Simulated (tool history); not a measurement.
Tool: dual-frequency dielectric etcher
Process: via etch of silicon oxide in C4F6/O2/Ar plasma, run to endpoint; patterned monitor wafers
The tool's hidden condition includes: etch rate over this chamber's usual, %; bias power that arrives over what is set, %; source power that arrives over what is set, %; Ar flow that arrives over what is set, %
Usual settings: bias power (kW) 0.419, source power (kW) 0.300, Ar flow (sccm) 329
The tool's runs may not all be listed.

run,hour,bias power (kW),source power (kW),Ar flow (sccm),wafers since the last listed run,hours since the last wet clean,hours since the last bias power generator calibration,hours since the last source power generator calibration,hours since the last Ar flow controller change,hours since the last upper electrode change,"incoming incoming film thickness, nm",endpoint time (s)
1,0.0,0.419,0.350,329,0,403.1,3290.4,0.5,1.7,3087.2,119.8,30.9
# hour 21.6: bias power generator calibrated
# hour 39.7: wet clean of the chamber
2,40.2,0.470,0.300,372,252,0.5,18.6,40.7,41.9,3127.4,118.3,30.8
3,53.0,0.419,0.300,329,178,13.3,31.4,53.5,54.7,3140.2,117.8,32.1
4,88.4,0.419,0.300,329,494,48.7,66.8,88.9,90.1,3175.6,118.6,32.8
5,105.8,0.419,0.300,329,243,66.1,84.2,106.3,107.5,3193.0,117.6,32.5
6,129.7,0.419,0.300,329,333,90.0,108.1,130.2,131.4,3216.9,118.7,32.2
7,152.0,0.364,0.300,329,311,112.3,130.4,152.5,153.7,3239.2,119.2,35.2
# hour 185.5: upper electrode replaced
8,186.0,0.356,0.360,381,139,146.3,164.4,186.5,187.7,0.5,117.9,34.0
9,217.9,0.419,0.230,397,445,178.2,196.3,218.4,219.6,32.4,118.1,36.3
10,246.5,0.387,0.270,294,399,206.8,224.9,247.0,248.2,61.0,118.3,34.0
11,260.7,0.419,0.300,383,198,221.0,239.1,261.2,262.4,75.2,117.6,33.1
12,275.5,0.419,0.300,329,206,235.8,253.9,276.0,277.2,90.0,118.5,32.4
13,311.1,0.419,0.300,404,497,271.4,289.5,311.6,312.8,125.6,119.5,34.0
14,329.8,0.468,0.300,329,261,290.1,308.2,330.3,331.5,144.3,118.4,30.1
15,346.1,0.466,0.270,270,227,306.4,324.5,346.6,347.8,160.6,118.3,30.5
16,369.9,0.388,0.250,282,332,330.2,348.3,370.4,371.6,184.4,118.2,34.6
17,399.3,0.419,0.230,302,410,359.6,377.7,399.8,401.0,213.8,119.5,34.5
18,422.4,0.505,0.360,329,322,382.7,400.8,422.9,424.1,236.9,118.3,27.5
# hour 460.1: wet clean of the chamber
19,460.6,0.381,0.220,305,198,0.5,439.0,461.1,462.3,275.1,118.2,36.4
20,474.1,0.322,0.300,329,188,14.0,452.5,474.6,475.8,288.6,120.6,38.4
21,490.8,0.419,0.300,329,233,30.7,469.2,491.3,492.5,305.3,118.6,32.2
22,516.4,0.373,0.340,357,357,56.3,494.8,516.9,518.1,330.9,118.1,33.5
23,546.0,0.504,0.320,378,413,85.9,524.4,546.5,547.7,360.5,117.6,29.7
24,614.3,0.314,0.340,259,954,154.2,592.7,614.8,616.0,428.8,118.6,35.3
25,638.9,0.519,0.300,329,343,178.8,617.3,639.4,640.6,453.4,119.0,28.8
26,664.9,0.419,0.300,307,363,204.8,643.3,665.4,666.6,479.4,118.6,32.1
27,682.5,0.419,0.300,329,245,222.4,660.9,683.0,684.2,497.0,118.5,32.5
28,703.3,0.477,0.320,293,290,243.2,681.7,703.8,705.0,517.8,118.2,28.9
29,725.9,0.419,0.300,329,315,265.8,704.3,726.4,727.6,540.4,117.7,32.3
30,752.2,0.419,0.300,329,367,292.1,730.6,752.7,753.9,566.7,119.0,32.8

3 options for the next run, each taken on its own from the tool as it stands now. Forecast them:
A,752.6,0.419,0.300,329,5,292.5,731.0,753.1,754.3,567.1,118.6,?
B,752.6,0.419,0.340,382,5,292.5,731.0,753.1,754.3,567.1,118.6,?
C,752.6,0.498,0.300,275,5,292.5,731.0,753.1,754.3,567.1,118.6,?

run,endpoint time (s)
A,32.1
B,31.7
C,28.3
Without the tool's hidden state the same runs would have given:
run,endpoint time (s)
A,32.1
B,31.7
C,28.3
